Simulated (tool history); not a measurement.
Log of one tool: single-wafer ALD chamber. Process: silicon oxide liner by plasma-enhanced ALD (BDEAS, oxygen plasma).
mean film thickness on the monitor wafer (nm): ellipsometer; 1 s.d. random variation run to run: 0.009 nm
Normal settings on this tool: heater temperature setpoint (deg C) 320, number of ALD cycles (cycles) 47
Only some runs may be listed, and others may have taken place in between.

run,hour,heater temperature setpoint (deg C),number of ALD cycles (cycles),wafers since the last listed run,hours since the last thermocouple change,hours since the gauge calibration,"read-back reference wafer on the same gauge, thickness_nm",mean film thickness on the monitor wafer (nm)
1,0.0,320,47,0,1718.5,2722.0,4.256,4.081
2,84.5,310,53,474,1803.0,2806.5,4.254,4.663
3,124.7,310,53,225,1843.2,2846.7,4.252,4.674
# hour 157.3: thermocouple changed; heater temperature recalibrated
4,172.2,310,53,221,14.9,2894.2,4.251,4.670
5,488.5,320,42,1777,331.2,3210.5,4.240,3.628
6,578.7,320,42,506,421.4,3300.7,4.239,3.621
7,682.6,326,44,583,525.3,3404.6,4.235,3.766
8,738.3,326,44,312,581.0,3460.3,4.234,3.742
9,779.7,310,47,232,622.4,3501.7,4.235,4.123
10,833.9,320,47,304,676.6,3555.9,4.230,4.073
11,902.8,320,47,387,745.5,3624.8,4.226,4.054
12,984.3,320,47,457,827.0,3706.3,4.225,4.029
13,1028.7,325,47,249,871.4,3750.7,4.225,4.000
14,1150.7,325,47,685,993.4,3872.7,4.217,4.015
15,1221.0,320,47,394,1063.7,3943.0,4.217,4.036
16,1284.1,320,47,354,1126.8,4006.1,4.213,4.020
17,1326.5,330,52,238,1169.2,4048.5,4.209,4.402
18,1423.0,330,52,542,1265.7,4145.0,4.208,4.376
19,1502.6,320,47,447,1345.3,4224.6,4.203,4.016
20,1547.0,320,47,249,1389.7,4269.0,4.202,4.025
21,1614.5,325,42,379,1457.2,4336.5,4.199,3.549
# hour 1627.6: gauge calibrated
22,1681.3,320,47,375,1524.0,53.7,4.295,4.135
23,1763.7,320,47,462,1606.4,136.1,4.294,4.109
24,1870.8,320,53,601,1713.5,243.2,4.294,4.633
25,1920.4,320,47,278,1763.1,292.8,4.297,4.102
26,2122.9,307,49,1137,1965.6,495.3,4.294,4.376
27,2168.8,331,56,257,2011.5,541.2,4.294,4.826
# hour 2268.8: thermocouple changed; heater temperature recalibrated
28,2276.2,309,41,558,7.4,648.6,4.294,3.648
29,2359.5,306,38,467,90.7,731.9,4.291,3.394
30,2420.5,330,44,342,151.7,792.9,4.293,3.784
31,2525.3,328,53,588,256.5,897.7,4.291,4.559
32,2567.3,320,47,235,298.5,939.7,4.289,4.094
33,2670.7,334,47,580,401.9,1043.1,4.290,4.026
34,2778.6,332,47,606,509.8,1151.0,4.289,4.032
35,2867.3,320,47,498,598.5,1239.7,4.287,4.098
36,2916.9,305,53,278,648.1,1289.3,4.285,4.747
37,3013.8,334,44,544,745.0,1386.2,4.287,3.757
38,3059.0,306,52,253,790.2,1431.4,4.284,4.631
39,3161.3,316,40,574,892.5,1533.7,4.285,3.517
40,3244.9,312,47,469,976.1,1617.3,4.283,4.151
41,3330.2,327,40,479,1061.4,1702.6,4.280,3.451
42,3589.7,328,55,1457,1320.9,1962.1,4.275,4.740
43,3695.2,320,47,592,1426.4,2067.6,4.274,4.085
44,3783.8,320,47,497,1515.0,2156.2,4.273,4.101
45,4004.6,312,43,1240,1735.8,2377.0,4.267,3.792

5 ways to go on from here, each from the tool as it stands after run 45. What would each give?
A,4005.1,320,44,2,1736.3,2377.5,?,?
B,4005.1,332,42,2,1736.3,2377.5,?,?
C,4005.1,328,52,2,1736.3,2377.5,?,?
D,4005.1,320,56,2,1736.3,2377.5,?,?
E,4005.1,320,39,2,1736.3,2377.5,?,?

run,"read-back reference wafer on the same gauge, thickness_nm",mean film thickness on the monitor wafer (nm)
A,4.266,3.819
B,4.266,3.573
C,4.266,4.454
D,4.266,4.860
E,4.266,3.385
Without the tool's unlogged condition, the same runs would have read:
run,mean film thickness on the monitor wafer (nm)
A,3.848
B,3.601
C,4.488
D,4.898
E,3.411

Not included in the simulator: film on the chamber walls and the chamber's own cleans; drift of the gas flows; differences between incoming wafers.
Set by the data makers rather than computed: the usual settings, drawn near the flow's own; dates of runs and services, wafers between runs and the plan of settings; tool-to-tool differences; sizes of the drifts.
